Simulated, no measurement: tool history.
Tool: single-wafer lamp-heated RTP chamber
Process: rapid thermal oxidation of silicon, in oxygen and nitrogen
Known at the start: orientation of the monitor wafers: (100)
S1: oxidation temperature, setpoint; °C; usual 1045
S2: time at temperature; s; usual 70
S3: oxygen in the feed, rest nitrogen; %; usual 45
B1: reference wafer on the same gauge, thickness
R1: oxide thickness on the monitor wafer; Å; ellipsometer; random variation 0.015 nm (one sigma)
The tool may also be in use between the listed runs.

run 1 hour=0.0 | S1=1045 S2=70 S3=45 | B1=5.861 | R1=66.50
run 2 hour=47.8 | S1=1045 S2=70 S3=45 | B1=5.855 | R1=66.52
run 3 hour=83.0 | S1=1045 S2=70 S3=45 | B1=5.851 | R1=66.57
run 4 hour=112.3 | S1=1045 S2=70 S3=45 | B1=5.846 | R1=66.48
run 5 hour=130.0 | S1=1045 S2=70 S3=45 | B1=5.847 | R1=66.29
run 6 hour=154.3 | S1=1045 S2=70 S3=45 | B1=5.845 | R1=66.32
-- hour=195.8 gauge calibrated
run 7 hour=216.8 | S1=1045 S2=70 S3=45 | B1=5.899 | R1=66.94
run 8 hour=249.0 | S1=1045 S2=70 S3=45 | B1=5.896 | R1=67.05
run 9 hour=262.3 | S1=1045 S2=70 S3=45 | B1=5.892 | R1=66.75
-- hour=271.6 oxygen flow controller replaced
run 10 hour=275.3 | S1=1045 S2=70 S3=45 | B1=5.891 | R1=66.94
run 11 hour=292.3 | S1=1045 S2=70 S3=45 | B1=5.890 | R1=66.96
run 12 hour=322.2 | S1=1045 S2=70 S3=54 | B1=5.890 | R1=71.32
run 13 hour=334.5 | S1=1045 S2=70 S3=45 | B1=5.881 | R1=66.61
run 14 hour=348.1 | S1=1036 S2=86 S3=67 | B1=5.882 | R1=79.34
run 15 hour=367.8 | S1=1045 S2=70 S3=45 | B1=5.879 | R1=66.61
-- hour=380.8 pyrometer window cleaned and pyrometer calibrated
run 16 hour=392.1 | S1=1045 S2=85 S3=45 | B1=5.880 | R1=72.48
run 17 hour=425.7 | S1=1073 S2=36 S3=28 | B1=5.877 | R1=51.09
run 18 hour=442.6 | S1=1075 S2=41 S3=45 | B1=5.874 | R1=64.46
run 19 hour=469.2 | S1=1057 S2=70 S3=17 | B1=5.867 | R1=51.74
run 20 hour=496.0 | S1=1057 S2=70 S3=53 | B1=5.868 | R1=76.61
run 21 hour=527.2 | S1=1045 S2=70 S3=45 | B1=5.865 | R1=66.45
run 22 hour=550.8 | S1=1074 S2=70 S3=45 | B1=5.864 | R1=80.75
run 23 hour=602.3 | S1=1045 S2=46 S3=53 | B1=5.856 | R1=58.71

The tool's hidden state at each run:
true wafer temperature minus pyrometer reading, K: 0 in every run
deviation of the oxygen flow from its setpoint, %: 0 in every run
H1: gauge reads high (%)
run=1 H1=-0.826
run=2 H1=-0.914
run=3 H1=-0.979
run=4 H1=-1.03
run=5 H1=-1.07
run=6 H1=-1.11
run=7 H1=-0.204
run=8 H1=-0.264
run=9 H1=-0.288
run=10 H1=-0.312
run=11 H1=-0.343
run=12 H1=-0.398
run=13 H1=-0.421
run=14 H1=-0.446
run=15 H1=-0.482
run=16 H1=-0.527
run=17 H1=-0.589
run=18 H1=-0.62
run=19 H1=-0.669
run=20 H1=-0.718
run=21 H1=-0.776
run=22 H1=-0.819
run=23 H1=-0.914

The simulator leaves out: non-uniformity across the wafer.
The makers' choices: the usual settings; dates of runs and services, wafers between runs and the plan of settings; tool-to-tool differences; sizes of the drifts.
